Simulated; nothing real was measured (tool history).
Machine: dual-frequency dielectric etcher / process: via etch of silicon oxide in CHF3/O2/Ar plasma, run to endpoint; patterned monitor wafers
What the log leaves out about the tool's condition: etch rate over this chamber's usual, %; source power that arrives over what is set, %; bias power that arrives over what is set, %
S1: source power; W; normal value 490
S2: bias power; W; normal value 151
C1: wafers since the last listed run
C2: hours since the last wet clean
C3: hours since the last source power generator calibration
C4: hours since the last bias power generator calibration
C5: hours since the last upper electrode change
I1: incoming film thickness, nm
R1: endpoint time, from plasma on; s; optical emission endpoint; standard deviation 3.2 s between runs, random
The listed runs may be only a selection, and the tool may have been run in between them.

run 1 day=0 | S1=460 S2=151 | C1=0 C2=17.1 C3=1606.1 C4=3624 C5=3438.7 | I1=740.4 | R1=453.8
run 2 day=3.338 | S1=460 S2=151 | C1=406 C2=97.2 C3=1686.2 C4=3704.1 C5=3518.8 | I1=743.5 | R1=446.6
run 3 day=6.017 | S1=490 S2=151 | C1=326 C2=161.5 C3=1750.5 C4=3768.4 C5=3583.1 | I1=736.5 | R1=430.3
run 4 day=9.492 | S1=490 S2=151 | C1=423 C2=244.9 C3=1833.9 C4=3851.8 C5=3666.5 | I1=737.6 | R1=427.5
run 5 day=11.946 | S1=490 S2=159 | C1=299 C2=303.8 C3=1892.8 C4=3910.7 C5=3725.4 | I1=741.8 | R1=421.1
run 6 day=14.358 | S1=490 S2=129 | C1=294 C2=361.7 C3=1950.7 C4=3968.6 C5=3783.3 | I1=732.8 | R1=440.4
run 7 day=16.75 | S1=490 S2=129 | C1=291 C2=419.1 C3=2008.1 C4=4026 C5=3840.7 | I1=734.6 | R1=443.1
-- day=18.504 wet clean of the chamber
run 8 day=19.979 | S1=490 S2=151 | C1=271 C2=35.4 C3=2085.6 C4=4103.5 C5=3918.2 | I1=740.4 | R1=444.4
run 9 day=23.433 | S1=490 S2=151 | C1=421 C2=118.3 C3=2168.5 C4=4186.4 C5=4001.1 | I1=738.7 | R1=441.6
run 10 day=26.996 | S1=490 S2=151 | C1=434 C2=203.8 C3=2254 C4=4271.9 C5=4086.6 | I1=738.5 | R1=436.7
run 11 day=30.104 | S1=490 S2=151 | C1=379 C2=278.4 C3=2328.6 C4=4346.5 C5=4161.2 | I1=732.9 | R1=424.5
run 12 day=33.4 | S1=490 S2=151 | C1=401 C2=357.5 C3=2407.7 C4=4425.6 C5=4240.3 | I1=734.1 | R1=426.4
-- day=34.975 wet clean of the chamber
run 13 day=36.112 | S1=400 S2=151 | C1=208 C2=27.3 C3=2472.8 C4=4490.7 C5=4305.4 | I1=736.4 | R1=464.6
run 14 day=39.671 | S1=490 S2=136 | C1=433 C2=112.7 C3=2558.2 C4=4576.1 C5=4390.8 | I1=736.1 | R1=445.1
-- day=40.521 bias power generator calibrated
run 15 day=42.779 | S1=490 S2=151 | C1=358 C2=187.3 C3=2632.8 C4=54.2 C5=4465.4 | I1=733.8 | R1=423.9
run 16 day=44.85 | S1=520 S2=118 | C1=252 C2=237 C3=2682.5 C4=103.9 C5=4515.1 | I1=742.8 | R1=454.4
run 17 day=47.608 | S1=550 S2=184 | C1=336 C2=303.2 C3=2748.7 C4=170.1 C5=4581.3 | I1=730 | R1=381.4
run 18 day=49.488 | S1=530 S2=182 | C1=229 C2=348.3 C3=2793.8 C4=215.2 C5=4626.4 | I1=730.9 | R1=384.4
-- day=52.779 wet clean of the chamber
run 19 day=53.758 | S1=490 S2=151 | C1=398 C2=23.5 C3=2896.3 C4=317.7 C5=4728.9 | I1=738.6 | R1=433.5
run 20 day=55.746 | S1=400 S2=135 | C1=242 C2=71.2 C3=2944 C4=365.4 C5=4776.6 | I1=730.8 | R1=464.5
run 21 day=59.154 | S1=530 S2=171 | C1=415 C2=153 C3=3025.8 C4=447.2 C5=4858.4 | I1=740.3 | R1=405.2
run 22 day=61.692 | S1=550 S2=151 | C1=309 C2=213.9 C3=3086.7 C4=508.1 C5=4919.3 | I1=738.2 | R1=413.5
-- day=62.438 source power generator calibrated
-- day=63.475 upper electrode replaced, of another model than before
run 23 day=64.496 | S1=600 S2=118 | C1=199 C2=281.2 C3=49.4 C4=575.4 C5=24.5 | I1=738.5 | R1=439.5
run 24 day=66.421 | S1=430 S2=178 | C1=234 C2=327.4 C3=95.6 C4=621.6 C5=70.7 | I1=741.3 | R1=410.5
-- day=73.188 wet clean of the chamber
run 25 day=79.921 | S1=540 S2=132 | C1=1524 C2=161.6 C3=419.6 C4=945.6 C5=394.7 | I1=732.4 | R1=442.6
run 26 day=81.433 | S1=420 S2=168 | C1=184 C2=197.9 C3=455.9 C4=981.9 C5=431 | I1=730.3 | R1=419.9
run 27 day=83.004 | S1=430 S2=127 | C1=191 C2=235.6 C3=493.6 C4=1019.6 C5=468.7 | I1=744 | R1=469.2

The next listed run, before its measurement:
run 28 day=85.208 | S1=490 S2=151 | C1=268 C2=288.5 C3=546.5 C4=1072.5 C5=521.6 | I1=742 | R1=?

R1: 421.7 s
Take away the tool's hidden state, keep the run-to-run variation as it was, and the same run would have given R1 435.3 s.

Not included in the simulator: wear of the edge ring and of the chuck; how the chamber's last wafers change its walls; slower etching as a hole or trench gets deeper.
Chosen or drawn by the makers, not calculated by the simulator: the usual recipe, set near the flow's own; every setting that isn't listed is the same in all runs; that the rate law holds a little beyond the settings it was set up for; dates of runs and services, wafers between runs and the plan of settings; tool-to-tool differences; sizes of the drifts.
